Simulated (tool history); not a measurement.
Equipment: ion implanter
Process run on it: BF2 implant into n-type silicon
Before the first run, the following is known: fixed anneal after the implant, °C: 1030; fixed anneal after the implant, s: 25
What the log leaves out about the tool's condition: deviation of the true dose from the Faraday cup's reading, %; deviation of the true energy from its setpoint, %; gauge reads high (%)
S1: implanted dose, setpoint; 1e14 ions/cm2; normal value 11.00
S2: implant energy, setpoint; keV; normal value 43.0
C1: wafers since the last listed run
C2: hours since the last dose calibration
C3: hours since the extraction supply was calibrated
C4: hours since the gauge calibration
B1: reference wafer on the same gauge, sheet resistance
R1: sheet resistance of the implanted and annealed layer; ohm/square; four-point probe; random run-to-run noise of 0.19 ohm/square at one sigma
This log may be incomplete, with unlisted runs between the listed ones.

| run | hour | S1 | S2 | C1 | C2 | C3 | C4 | B1 | R1 |
|---|---|---|---|---|---|---|---|---|---|
| 1 | 0.0 | 11.00 | 43.0 | 0 | 775.1 | 3162.4 | 792.4 | 140.94 | 125.38 |
| 2 | 33.2 | 11.00 | 43.0 | 594 | 808.3 | 3195.6 | 825.6 | 141.09 | 126.08 |
| 3 | 78.1 | 11.00 | 43.0 | 803 | 853.2 | 3240.5 | 870.5 | 141.03 | 125.63 |
| 4 | 105.1 | 11.00 | 43.0 | 483 | 880.2 | 3267.5 | 897.5 | 140.86 | 126.06 |
| 5 | 141.2 | 11.00 | 34.5 | 646 | 916.3 | 3303.6 | 933.6 | 140.90 | 132.38 |
| 6 | 173.5 | 11.00 | 34.5 | 578 | 948.6 | 3335.9 | 965.9 | 140.99 | 132.34 |
| 7 | 242.1 | 11.00 | 34.5 | 1228 | 1017.2 | 3404.5 | 1034.5 | 140.95 | 132.84 |
| 8 | 306.8 | 8.96 | 43.0 | 1158 | 1081.9 | 3469.2 | 1099.2 | 140.98 | 145.63 |
| 9 | 363.5 | 8.96 | 43.0 | 1015 | 1138.6 | 3525.9 | 1155.9 | 141.06 | 145.32 |
| 10 | 411.9 | 8.96 | 43.0 | 866 | 1187.0 | 3574.3 | 1204.3 | 141.01 | 145.85 |
| 11 | 469.3 | 11.00 | 35.0 | 1027 | 1244.4 | 3631.7 | 1261.7 | 141.06 | 132.13 |
| 12 | 547.9 | 11.00 | 35.0 | 1407 | 1323.0 | 3710.3 | 1340.3 | 141.05 | 132.14 |
| 13 | 612.8 | 11.00 | 35.0 | 1161 | 1387.9 | 3775.2 | 1405.2 | 141.07 | 131.48 |
| 14 | 679.2 | 12.07 | 43.0 | 1188 | 1454.3 | 3841.6 | 1471.6 | 140.99 | 118.37 |
| 15 | 749.1 | 12.07 | 43.0 | 1251 | 1524.2 | 3911.5 | 1541.5 | 141.04 | 118.91 |
| 16 | 844.3 | 12.07 | 43.0 | 1704 | 1619.4 | 4006.7 | 1636.7 | 141.01 | 118.24 |
| 17 | 868.6 | 11.00 | 43.0 | 435 | 1643.7 | 4031.0 | 1661.0 | 141.01 | 125.40 |
|  | 958.0 | Faraday cup replaced and dose calibrated |
| 18 | 1029.7 | 11.00 | 43.0 | 2741 | 71.7 | 4192.1 | 1822.1 | 141.05 | 125.94 |
|  | 1046.1 | extraction supply calibrated |
| 19 | 1097.5 | 11.00 | 43.0 | 1070 | 139.5 | 51.4 | 1889.9 | 141.00 | 126.15 |
| 20 | 1157.2 | 12.46 | 57.0 | 1068 | 199.2 | 111.1 | 1949.6 | 141.04 | 109.85 |
| 21 | 1208.6 | 8.07 | 39.0 | 920 | 250.6 | 162.5 | 2001.0 | 141.04 | 160.90 |
| 22 | 1271.5 | 8.86 | 30.0 | 1126 | 313.5 | 225.4 | 2063.9 | 140.86 | 157.52 |
| 23 | 1314.2 | 14.22 | 56.5 | 764 | 356.2 | 268.1 | 2106.6 | 140.90 | 101.78 |
| 24 | 1382.1 | 9.17 | 43.0 | 1215 | 424.1 | 336.0 | 2174.5 | 141.00 | 143.23 |
| 25 | 1436.3 | 11.00 | 33.5 | 970 | 478.3 | 390.2 | 2228.7 | 140.93 | 133.70 |
|  | 1445.1 | gauge calibrated |
| 26 | 1505.6 | 13.93 | 43.0 | 1240 | 547.6 | 459.5 | 60.5 | 141.05 | 110.65 |
| 27 | 1537.0 | 9.54 | 32.0 | 562 | 579.0 | 490.9 | 91.9 | 141.04 | 147.82 |
| 28 | 1568.5 | 11.00 | 43.0 | 563 | 610.5 | 522.4 | 123.4 | 141.04 | 125.75 |
| 29 | 1612.8 | 11.00 | 43.0 | 793 | 654.8 | 566.7 | 167.7 | 140.94 | 125.65 |
| 30 | 1648.4 | 11.00 | 43.0 | 637 | 690.4 | 602.3 | 203.3 | 140.94 | 125.78 |
| 31 | 1687.0 | 9.06 | 36.5 | 691 | 729.0 | 640.9 | 241.9 | 141.01 | 149.02 |
| 32 | 1755.2 | 11.00 | 43.0 | 1221 | 797.2 | 709.1 | 310.1 | 141.00 | 125.81 |
| 33 | 1792.4 | 11.00 | 43.0 | 666 | 834.4 | 746.3 | 347.3 | 141.02 | 126.00 |
| 34 | 1837.9 | 8.61 | 57.0 | 814 | 879.9 | 791.8 | 392.8 | 141.03 | 145.48 |
| 35 | 1890.8 | 12.54 | 43.0 | 947 | 932.8 | 844.7 | 445.7 | 141.01 | 116.52 |
| 36 | 1918.6 | 11.00 | 43.0 | 497 | 960.6 | 872.5 | 473.5 | 141.00 | 125.78 |

Measured minus without-hidden-state, run by run (identical run-to-run variation in each term; gauge scatter may differ):
| run | R1 |
|---|---|
| 1 | -0.14 |
| 2 | -0.16 |
| 3 | -0.17 |
| 4 | -0.18 |
| 5 | -0.19 |
| 6 | -0.20 |
| 7 | -0.23 |
| 8 | -0.39 |
| 9 | -0.42 |
| 10 | -0.47 |
| 11 | -0.34 |
| 12 | -0.39 |
| 13 | -0.42 |
| 14 | -0.41 |
| 15 | -0.44 |
| 16 | -0.50 |
| 17 | -0.62 |
| 18 | -0.02 |
| 19 | -0.02 |
| 20 | -0.02 |
| 21 | -0.05 |
| 22 | -0.05 |
| 23 | -0.03 |
| 24 | -0.08 |
| 25 | -0.06 |
| 26 | -0.05 |
| 27 | -0.11 |
| 28 | -0.10 |
| 29 | -0.12 |
| 30 | -0.13 |
| 31 | -0.19 |
| 32 | -0.16 |
| 33 | -0.18 |
| 34 | -0.30 |
| 35 | -0.17 |
| 36 | -0.23 |

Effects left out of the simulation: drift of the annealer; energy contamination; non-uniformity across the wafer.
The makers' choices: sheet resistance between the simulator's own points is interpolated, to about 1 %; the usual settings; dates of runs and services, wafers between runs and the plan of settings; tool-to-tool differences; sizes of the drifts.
